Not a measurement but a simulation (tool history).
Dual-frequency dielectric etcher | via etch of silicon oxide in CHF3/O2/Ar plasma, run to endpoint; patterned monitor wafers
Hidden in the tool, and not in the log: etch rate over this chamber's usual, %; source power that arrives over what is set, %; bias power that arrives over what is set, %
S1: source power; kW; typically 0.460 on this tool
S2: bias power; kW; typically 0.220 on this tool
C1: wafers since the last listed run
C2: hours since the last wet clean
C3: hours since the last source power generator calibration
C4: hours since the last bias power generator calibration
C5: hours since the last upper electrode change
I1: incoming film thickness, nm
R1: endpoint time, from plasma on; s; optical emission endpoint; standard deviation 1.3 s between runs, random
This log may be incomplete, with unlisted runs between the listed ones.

run	hour	S1	S2	C1	C2	C3	C4	C5	I1	R1
1	0.0	0.460	0.220	0	409.7	3679.4	3617.0	1609.2	827.9	400.5
2	38.3	0.460	0.220	242	448.0	3717.7	3655.3	1647.5	834.1	402.7
3	80.1	0.460	0.220	264	489.8	3759.5	3697.1	1689.3	831.2	402.7
4	130.7	0.460	0.220	320	540.4	3810.1	3747.7	1739.9	836.6	402.4
5	183.4	0.460	0.197	333	593.1	3862.8	3800.4	1792.6	833.4	416.3
# hour 214.0: wet clean of the chamber
6	271.3	0.460	0.220	404	57.3	3950.7	3888.3	1880.5	828.8	406.0
7	372.3	0.460	0.220	638	158.3	4051.7	3989.3	1981.5	828.9	403.0
8	426.1	0.460	0.220	340	212.1	4105.5	4043.1	2035.3	823.8	400.7
# hour 457.3: upper electrode replaced
9	513.4	0.370	0.190	400	299.4	4192.8	4130.4	56.1	833.1	467.9
# hour 600.3: bias power generator calibrated
10	791.0	0.410	0.199	1730	577.0	4470.4	190.7	333.7	838.0	439.3
11	877.8	0.460	0.198	548	663.8	4557.2	277.5	420.5	834.2	415.1
# hour 898.8: source power generator calibrated
# hour 911.7: wet clean of the chamber
12	914.8	0.550	0.220	127	3.1	16.0	314.5	457.5	826.8	377.2
13	984.5	0.360	0.201	440	72.8	85.7	384.2	527.2	831.1	469.8

Run 14 has not been measured yet. What should we expect?
14	1066.7	0.460	0.195	519	155.0	167.9	466.4	609.4	833.4	?

R1: 429.8 s
Were there no unlogged condition in the tool, this run, its random variation unchanged, would have produced R1 431.4 s.

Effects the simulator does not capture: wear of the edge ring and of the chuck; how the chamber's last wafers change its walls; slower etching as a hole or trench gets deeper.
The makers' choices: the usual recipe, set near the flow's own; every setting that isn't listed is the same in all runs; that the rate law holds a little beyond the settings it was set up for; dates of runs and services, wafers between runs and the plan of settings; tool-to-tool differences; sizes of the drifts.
